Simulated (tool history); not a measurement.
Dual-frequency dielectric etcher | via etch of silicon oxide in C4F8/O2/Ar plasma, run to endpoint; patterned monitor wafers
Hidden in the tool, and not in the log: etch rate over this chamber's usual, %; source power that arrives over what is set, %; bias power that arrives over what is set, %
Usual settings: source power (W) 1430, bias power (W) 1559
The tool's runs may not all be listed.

run	day	source power (W)	bias power (W)	wafers since the last listed run	hours since the last wet clean	hours since the last source power generator calibration	hours since the last bias power generator calibration	hours since the last upper electrode change	incoming incoming film thickness, nm	endpoint time (s)
1	0	1430	1343	0	184.3	1258.3	2962.6	4337.2	2273.3	556.3
2	0.396	1430	1559	49	193.8	1267.8	2972.1	4346.7	2283.5	531.7
3	1.021	1430	1559	77	208.8	1282.8	2987.1	4361.7	2254.5	523.1
4	1.35	1430	1559	41	216.7	1290.7	2995	4369.6	2256.1	522.1
5	1.621	1430	1559	33	223.2	1297.2	3001.5	4376.1	2263	523.7
6	2.075	1430	1559	56	234.1	1308.1	3012.4	4387	2268.8	523.4
7	2.588	1430	1559	63	246.4	1320.4	3024.7	4399.3	2282.3	528
8	3.192	1430	1559	75	260.9	1334.9	3039.2	4413.8	2275.2	524.8
9	3.671	1430	1559	59	272.4	1346.4	3050.7	4425.3	2275.9	523.7
10	4.05	1430	1559	47	281.5	1355.5	3059.8	4434.4	2260.2	520.4
11	4.617	1430	1559	70	295.1	1369.1	3073.4	4448	2266.7	523.1
12	5.238	1430	1559	77	310	1384	3088.3	4462.9	2256.5	517.2
13	5.975	1430	1559	91	327.7	1401.7	3106	4480.6	2279.2	523.7
14	6.488	1510	1559	63	340	1414	3118.3	4492.9	2261	502.8
15	6.846	1510	1559	44	348.6	1422.6	3126.9	4501.5	2253.9	498.7
16	7.404	1510	1559	69	362	1436	3140.3	4514.9	2260.6	497.2
17	8.058	1430	1559	81	377.7	1451.7	3156	4530.6	2244.3	509
# day 8.4: source power generator calibrated
18	8.779	1430	1559	69	395	9.1	3173.3	4547.9	2242.1	512.4
# day 9.496: bias power generator calibrated
19	9.517	1530	1857	71	412.7	26.8	0.5	4565.6	2271	464.6
20	9.917	1430	1383	49	422.3	36.4	10.1	4575.2	2261.6	538.9
21	10.217	1660	1215	37	429.5	43.6	17.3	4582.4	2281.8	516.1
22	10.517	1160	1245	37	436.7	50.8	24.5	4589.6	2243.1	633.5
23	11.079	1120	1313	70	450.2	64.3	38	4603.1	2250.8	636.6
# day 12.696: upper electrode replaced
24	12.717	1720	1200	79	489.5	103.6	77.3	0.5	2265.4	507.1
25	12.733	1780	1798	2	489.9	104	77.7	0.9	2278.9	430.5
26	12.858	1160	1685	15	492.9	107	80.7	3.9	2267	569.5
27	13.171	1190	1559	38	500.4	114.5	88.2	11.4	2314.1	588.4
# day 14.246: wet clean of the chamber
28	14.267	1680	1309	11	0.5	140.8	114.5	37.7	2253.8	515.2
29	14.283	1430	1559	2	0.9	141.2	114.9	38.1	2291.1	546.1
30	14.617	1110	1202	41	8.9	149.2	122.9	46.1	2283.1	702.8
31	14.883	1430	1559	33	15.3	155.6	129.3	52.5	2265.6	535.8
32	15.471	1430	1559	73	29.4	169.7	143.4	66.6	2258.7	535.5
33	16.196	1430	1657	90	46.8	187.1	160.8	84	2256.3	518.2
34	16.758	1560	1336	70	60.3	200.6	174.3	97.5	2269.4	539
35	17.112	1430	1559	44	68.8	209.1	182.8	106	2278.3	538.3
36	17.817	1760	1747	87	85.7	226	199.7	122.9	2284.1	457.9

3 ways to go on from here, each from the tool as it stands after run 36. What would each give?
A	17.838	1430	1559	2	86.2	226.5	200.2	123.4	2270.1	?
B	17.838	1430	1288	2	86.2	226.5	200.2	123.4	2270.1	?
C	17.838	1430	1239	2	86.2	226.5	200.2	123.4	2270.1	?

run	endpoint time (s)
A	531.9
B	570.5
C	578.7
Without the tool's hidden state the same runs would have given:
run	endpoint time (s)
A	534.6
B	573.4
C	581.7
